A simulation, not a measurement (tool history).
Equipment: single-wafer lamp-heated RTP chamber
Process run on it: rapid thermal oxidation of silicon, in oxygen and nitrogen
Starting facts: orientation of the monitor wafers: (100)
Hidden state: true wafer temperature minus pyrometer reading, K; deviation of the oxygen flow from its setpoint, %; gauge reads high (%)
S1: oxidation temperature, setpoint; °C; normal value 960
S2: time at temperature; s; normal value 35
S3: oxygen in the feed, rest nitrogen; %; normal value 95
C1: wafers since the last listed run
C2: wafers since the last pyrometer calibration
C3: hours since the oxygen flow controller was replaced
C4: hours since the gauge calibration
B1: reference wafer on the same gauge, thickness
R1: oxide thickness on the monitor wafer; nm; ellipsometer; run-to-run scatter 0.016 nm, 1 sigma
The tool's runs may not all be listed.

| run | hour | S1 | S2 | S3 | C1 | C2 | C3 | C4 | B1 | R1 |
|---|---|---|---|---|---|---|---|---|---|---|
| 1 | 0.0 | 960 | 35 | 95 | 0 | 1410 | 1810.9 | 279.7 | 3.435 | 3.385 |
| 2 | 12.4 | 960 | 35 | 95 | 116 | 1526 | 1823.3 | 292.1 | 3.441 | 3.382 |
| 3 | 35.8 | 960 | 35 | 95 | 219 | 1745 | 1846.7 | 315.5 | 3.443 | 3.411 |
| 4 | 59.5 | 960 | 35 | 95 | 222 | 1968 | 1870.4 | 339.2 | 3.445 | 3.411 |
| 5 | 94.8 | 960 | 29 | 95 | 331 | 2299 | 1905.7 | 374.5 | 3.450 | 3.213 |
| 6 | 112.4 | 960 | 29 | 95 | 165 | 2464 | 1923.3 | 392.1 | 3.457 | 3.203 |
|  | 145.2 | oxygen flow controller replaced |
| 7 | 146.1 | 960 | 29 | 95 | 241 | 2705 | 0.9 | 425.8 | 3.463 | 3.192 |
|  | 156.9 | gauge calibrated |
| 8 | 206.4 | 950 | 35 | 78 | 565 | 3271 | 61.2 | 49.5 | 3.415 | 3.003 |
| 9 | 225.4 | 960 | 35 | 98 | 178 | 3449 | 80.2 | 68.5 | 3.413 | 3.421 |
| 10 | 246.6 | 960 | 35 | 95 | 198 | 3648 | 101.4 | 89.7 | 3.416 | 3.360 |
| 11 | 282.5 | 982 | 23 | 98 | 336 | 3984 | 137.3 | 125.6 | 3.419 | 3.369 |
|  | 315.0 | pyrometer window cleaned and pyrometer calibrated |
| 12 | 315.5 | 972 | 35 | 95 | 234 | 4 | 170.3 | 158.6 | 3.419 | 3.639 |
| 13 | 350.8 | 971 | 20 | 72 | 331 | 336 | 205.6 | 193.9 | 3.420 | 2.789 |
| 14 | 374.5 | 982 | 23 | 98 | 222 | 558 | 229.3 | 217.6 | 3.425 | 3.377 |
| 15 | 403.7 | 947 | 35 | 98 | 273 | 832 | 258.5 | 246.8 | 3.427 | 3.134 |
| 16 | 416.3 | 960 | 24 | 78 | 118 | 950 | 271.1 | 259.4 | 3.431 | 2.831 |
| 17 | 444.5 | 938 | 35 | 98 | 264 | 1214 | 299.3 | 287.6 | 3.433 | 2.986 |

What if the next run were any one of these 4? Each begins from the tool's condition after run 17:
| A | 444.9 | 960 | 35 | 95 | 3 | 1218 | 299.7 | 288.0 | ? | ? |
| B | 444.9 | 952 | 52 | 95 | 3 | 1218 | 299.7 | 288.0 | ? | ? |
| C | 444.9 | 972 | 45 | 83 | 3 | 1218 | 299.7 | 288.0 | ? | ? |
| D | 444.9 | 990 | 43 | 82 | 3 | 1218 | 299.7 | 288.0 | ? | ? |

| run | B1 | R1 |
|---|---|---|
| A | 3.437 | 3.410 |
| B | 3.437 | 3.757 |
| C | 3.437 | 3.906 |
| D | 3.437 | 4.327 |
With the hidden condition removed and each run's random variation left untouched, the same runs would have given:
| run | R1 |
|---|---|
| A | 3.396 |
| B | 3.741 |
| C | 3.889 |
| D | 4.309 |

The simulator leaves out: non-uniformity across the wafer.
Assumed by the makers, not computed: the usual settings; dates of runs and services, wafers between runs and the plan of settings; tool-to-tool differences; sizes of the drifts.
